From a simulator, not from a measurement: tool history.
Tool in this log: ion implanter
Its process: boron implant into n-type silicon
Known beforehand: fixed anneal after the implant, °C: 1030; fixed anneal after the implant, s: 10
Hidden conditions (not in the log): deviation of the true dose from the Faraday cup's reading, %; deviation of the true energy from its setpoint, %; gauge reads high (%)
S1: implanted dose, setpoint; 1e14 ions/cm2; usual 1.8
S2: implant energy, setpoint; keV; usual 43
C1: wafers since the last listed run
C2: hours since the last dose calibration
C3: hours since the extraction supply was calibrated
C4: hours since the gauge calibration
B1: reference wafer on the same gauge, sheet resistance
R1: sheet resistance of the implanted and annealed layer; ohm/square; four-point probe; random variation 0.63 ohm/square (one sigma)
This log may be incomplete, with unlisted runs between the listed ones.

{"run": 1, "hour": 0.0, "S1": 1.8, "S2": 43, "C1": 0, "C2": 815.8, "C3": 5083.4, "C4": 24.2, "B1": 353.93, "R1": 400.36}
{"run": 2, "hour": 16.1, "S1": 1.8, "S2": 43, "C1": 155, "C2": 831.9, "C3": 5099.5, "C4": 40.3, "B1": 353.9, "R1": 400.09}
{"run": 3, "hour": 33.6, "S1": 1.8, "S2": 43, "C1": 169, "C2": 849.4, "C3": 5117, "C4": 57.8, "B1": 354.03, "R1": 399.05}
{"run": 4, "hour": 50.9, "S1": 1.8, "S2": 34.5, "C1": 167, "C2": 866.7, "C3": 5134.3, "C4": 75.1, "B1": 354.07, "R1": 413.53}
{"run": 5, "hour": 65.9, "S1": 1.8, "S2": 34.5, "C1": 144, "C2": 881.7, "C3": 5149.3, "C4": 90.1, "B1": 354.22, "R1": 411.35}
{"hour": 76.3, "done": "extraction supply calibrated"}
{"run": 6, "hour": 78.1, "S1": 1.8, "S2": 34.5, "C1": 40, "C2": 893.9, "C3": 1.8, "C4": 102.3, "B1": 353.86, "R1": 412.1}
{"run": 7, "hour": 85.2, "S1": 1.8, "S2": 43, "C1": 68, "C2": 901, "C3": 8.9, "C4": 109.4, "B1": 353.96, "R1": 397.91}
{"hour": 88.9, "done": "gauge calibrated"}
{"run": 8, "hour": 93.6, "S1": 1.8, "S2": 43, "C1": 81, "C2": 909.4, "C3": 17.3, "C4": 4.7, "B1": 353.91, "R1": 398.56}
{"run": 9, "hour": 108.4, "S1": 1.8, "S2": 43, "C1": 142, "C2": 924.2, "C3": 32.1, "C4": 19.5, "B1": 354.15, "R1": 398.23}
{"run": 10, "hour": 123.2, "S1": 1.66, "S2": 43, "C1": 142, "C2": 939, "C3": 46.9, "C4": 34.3, "B1": 354, "R1": 421.93}
{"run": 11, "hour": 135.4, "S1": 1.66, "S2": 43, "C1": 117, "C2": 951.2, "C3": 59.1, "C4": 46.5, "B1": 354.09, "R1": 421.77}
{"run": 12, "hour": 147.5, "S1": 1.45, "S2": 50, "C1": 116, "C2": 963.3, "C3": 71.2, "C4": 58.6, "B1": 354.13, "R1": 454.72}
{"run": 13, "hour": 163.2, "S1": 1.52, "S2": 29.5, "C1": 151, "C2": 979, "C3": 86.9, "C4": 74.3, "B1": 353.96, "R1": 475.75}
{"hour": 180.4, "done": "Faraday cup replaced and dose calibrated"}
{"run": 14, "hour": 180.9, "S1": 2.24, "S2": 47, "C1": 93, "C2": 0.5, "C3": 104.6, "C4": 92, "B1": 354.04, "R1": 339.72}
{"hour": 212.9, "done": "gauge calibrated"}
{"run": 15, "hour": 215.9, "S1": 2.03, "S2": 38, "C1": 338, "C2": 35.5, "C3": 139.6, "C4": 3, "B1": 353.86, "R1": 377.83}
{"run": 16, "hour": 227.0, "S1": 2.26, "S2": 29.5, "C1": 107, "C2": 46.6, "C3": 150.7, "C4": 14.1, "B1": 353.91, "R1": 357.98}

Difference, measured minus no-hidden-state, one row per run. Run-to-run variation is common to both terms; the gauge's own scatter need not be:
run=1 R1=-6.66
run=2 R1=-7.01
run=3 R1=-7.37
run=4 R1=-8.26
run=5 R1=-8.58
run=6 R1=-8.89
run=7 R1=-8.54
run=8 R1=-8.76
run=9 R1=-9.11
run=10 R1=-9.95
run=11 R1=-10.26
run=12 R1=-11.09
run=13 R1=-12.88
run=14 R1=-1.27
run=15 R1=-1.44
run=16 R1=-1.42
